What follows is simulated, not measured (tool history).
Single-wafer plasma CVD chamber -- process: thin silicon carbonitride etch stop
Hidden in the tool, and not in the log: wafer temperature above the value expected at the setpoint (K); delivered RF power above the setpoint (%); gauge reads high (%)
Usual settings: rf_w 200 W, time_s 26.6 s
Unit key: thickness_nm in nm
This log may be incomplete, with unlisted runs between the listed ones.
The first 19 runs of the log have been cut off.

run	hour	rf_w	time_s	wafers since the last listed run	hours since the last thermocouple change	hours since the last RF generator calibration	hours since the showerhead was replaced	hours since the gauge calibration	read-back reference wafer on the same gauge, thickness_nm	thickness_nm
20	215.9	185	30.8	226	67.6	2225.7	28.8	406.5	17.507	17.237
21	232.6	200	22.0	406	84.3	2242.4	45.5	423.2	17.503	12.674
22	248.0	200	26.6	374	99.7	2257.8	60.9	438.6	17.499	15.347
# hour 283.0: gauge calibrated
# hour 285.4: RF generator calibrated
23	297.9	200	22.0	1019	149.6	12.5	110.8	14.9	17.508	13.012
24	309.8	200	31.3	289	161.5	24.4	122.7	26.8	17.502	18.564
25	316.6	200	26.6	165	168.3	31.2	129.5	33.6	17.501	15.746
26	328.2	165	29.8	282	179.9	42.8	141.1	45.2	17.496	16.452
27	336.0	200	26.6	189	187.7	50.6	148.9	53.0	17.504	15.777
28	348.3	200	26.6	299	200.0	62.9	161.2	65.3	17.507	15.736
29	357.7	240	30.0	228	209.4	72.3	170.6	74.7	17.499	18.959
30	372.6	170	30.4	362	224.3	87.2	185.5	89.6	17.501	17.013
31	383.4	200	30.8	262	235.1	98.0	196.3	100.4	17.493	18.224
32	397.9	200	28.1	352	249.6	112.5	210.8	114.9	17.501	16.676
33	411.2	190	22.0	323	262.9	125.8	224.1	128.2	17.496	12.814

5 ways to go on from here, each from the tool as it stands after run 33. What would each give?
A	411.6	210	26.6	9	263.3	126.2	224.5	128.6	?	?
B	411.6	200	24.1	9	263.3	126.2	224.5	128.6	?	?
C	411.6	200	21.6	9	263.3	126.2	224.5	128.6	?	?
D	411.6	190	26.6	9	263.3	126.2	224.5	128.6	?	?
E	411.6	180	28.9	9	263.3	126.2	224.5	128.6	?	?

run	read-back reference wafer on the same gauge, thickness_nm	thickness_nm
A	17.498	16.066
B	17.498	14.308
C	17.498	12.824
D	17.498	15.507
E	17.498	16.524
The same runs, with their run-to-run variation unchanged, on a tool lacking any hidden condition would have given:
run	thickness_nm
A	16.120
B	14.356
C	12.867
D	15.559
E	16.579

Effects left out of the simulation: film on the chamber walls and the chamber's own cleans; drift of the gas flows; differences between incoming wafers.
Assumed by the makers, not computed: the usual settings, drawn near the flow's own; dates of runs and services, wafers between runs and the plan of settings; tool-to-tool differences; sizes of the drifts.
